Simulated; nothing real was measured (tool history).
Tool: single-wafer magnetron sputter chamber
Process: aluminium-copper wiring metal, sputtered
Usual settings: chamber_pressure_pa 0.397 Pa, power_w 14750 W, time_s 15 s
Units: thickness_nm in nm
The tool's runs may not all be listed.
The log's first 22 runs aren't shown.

run,hour,chamber_pressure_pa,power_w,time_s,wafers since the last listed run,wafers on the sputter target,hours since the last manometer calibration,hours since the magnet pack was replaced,hours since the gauge calibration,"read-back reference wafer on the same gauge, thickness_nm",thickness_nm
# hour 309.4: sputter target and shields replaced
23,309.9,0.397,12400,15,241,13,89.2,168,111.7,423.255,340.865
24,318.2,0.28,17950,13.3,241,254,97.5,176.3,120,422.915,406.766
25,326.4,0.281,17150,12.6,238,492,105.7,184.5,128.2,422.897,371.26
26,339.4,0.397,15800,17.8,377,870,118.7,197.5,141.2,423.345,476.628
27,354.4,0.397,13200,15,435,1306,133.7,212.5,156.2,422.986,355.184
28,364.3,0.397,18350,13.8,287,1594,143.6,222.4,166.1,423.01,410.443
29,377.7,0.397,12250,17.5,389,1983,157,235.8,179.5,423.059,394.623
30,391.7,0.541,14750,15,406,2390,171,249.8,193.5,422.745,364.616
31,406.5,0.397,14750,15,430,2820,185.8,264.6,208.3,422.885,382.769
# hour 419.4: sputter target and shields replaced
32,419.9,0.397,14750,16.3,156,15,199.2,278,221.7,422.793,417.459
33,426.2,0.397,17700,15,183,198,205.5,284.3,228,422.908,434.833
34,433.9,0.284,15850,17,223,422,213.2,292,235.7,422.746,474.625
35,444.8,0.397,17800,17.8,316,739,224.1,302.9,246.6,422.958,522.108
36,453.3,0.397,17800,17.8,246,986,232.6,311.4,255.1,422.748,519.079

Forecast each of these 3 alternatives for the next run:
A,453.7,0.397,14750,15,11,997,233,311.8,255.5,?,?
B,453.7,0.552,12550,14,11,997,233,311.8,255.5,?,?
C,453.7,0.397,18000,15,11,997,233,311.8,255.5,?,?

run,"read-back reference wafer on the same gauge, thickness_nm",thickness_nm
A,422.861,382.2
B,422.861,303.683
C,422.861,439.674
Without the tool's hidden state the same runs would have given:
run,thickness_nm
A,379.469
B,300.989
C,436.532
